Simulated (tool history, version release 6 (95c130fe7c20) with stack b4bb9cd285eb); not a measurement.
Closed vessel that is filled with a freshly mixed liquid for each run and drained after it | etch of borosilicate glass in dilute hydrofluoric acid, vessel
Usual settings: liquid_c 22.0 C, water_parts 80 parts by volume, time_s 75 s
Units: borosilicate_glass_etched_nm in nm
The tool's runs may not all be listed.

run,day,liquid_c,water_parts,time_s,"read-back film thickness of the borosilicate glass reference wafer, read on the same gauge (nm)",borosilicate_glass_etched_nm
1,0.000,23.5,60,75,109.98,50.68
2,1.912,22.0,80,75,110.00,33.93
3,2.967,22.0,80,75,110.04,35.13
4,5.233,22.0,80,75,110.01,34.55
5,7.025,22.0,80,75,109.98,34.25
6,8.346,22.0,80,75,110.02,34.46
7,10.208,25.0,80,75,109.99,39.43
8,11.646,25.0,80,75,110.01,38.96
9,12.967,22.0,80,105,110.01,48.61
# day 13.925: gauge calibrated
# day 14.317: thermometer replaced
10,15.179,22.0,80,75,109.99,33.11
11,16.483,22.0,80,75,109.98,33.16
12,25.133,22.0,80,75,109.99,33.14
# day 26.925: hydrofluoric acid flow meter replaced
13,26.988,22.0,80,75,110.00,35.58
14,29.362,22.0,80,75,110.05,35.95
15,32.029,22.0,80,75,109.98,35.74
16,34.858,22.0,80,75,110.04,35.83
17,35.900,22.0,45,75,109.99,68.71
18,37.250,26.0,80,75,109.99,42.47
# day 38.708: thermometer replaced
19,39.692,22.0,80,75,109.98,34.69
20,42.383,22.0,80,75,110.03,34.24
21,43.783,22.0,55,90,110.02,62.59
22,45.346,22.0,80,55,110.00,25.48
23,48.212,22.0,110,30,109.98,9.65
24,49.558,22.0,80,75,109.98,35.01
25,51.125,22.0,80,90,110.03,41.35
26,53.846,22.0,110,45,110.00,14.71
27,55.471,22.0,80,75,109.99,35.19
28,56.804,26.0,45,75,109.98,77.10
29,58.954,22.0,55,120,110.03,83.30
# day 60.400: gauge calibrated
30,61.683,22.0,65,75,109.95,44.28
31,63.192,20.5,65,75,110.07,41.42
32,66.108,18.0,80,75,109.98,30.60
33,67.150,22.0,115,100,109.99,31.72
# day 68.354: thermometer replaced
34,69.650,22.0,60,75,110.00,45.44

3 ways to go on from here, each from the tool as it stands after run 34. What would each give?
A,69.679,24.0,80,75,?,?
B,69.679,22.0,80,115,?,?
C,69.679,22.0,80,85,?,?

run,"read-back film thickness of the borosilicate glass reference wafer, read on the same gauge (nm)",borosilicate_glass_etched_nm
A,110.00,35.97
B,110.00,50.88
C,110.00,37.61
Without the tool's hidden state the same runs would have given:
run,borosilicate_glass_etched_nm
A,37.42
B,52.91
C,39.11

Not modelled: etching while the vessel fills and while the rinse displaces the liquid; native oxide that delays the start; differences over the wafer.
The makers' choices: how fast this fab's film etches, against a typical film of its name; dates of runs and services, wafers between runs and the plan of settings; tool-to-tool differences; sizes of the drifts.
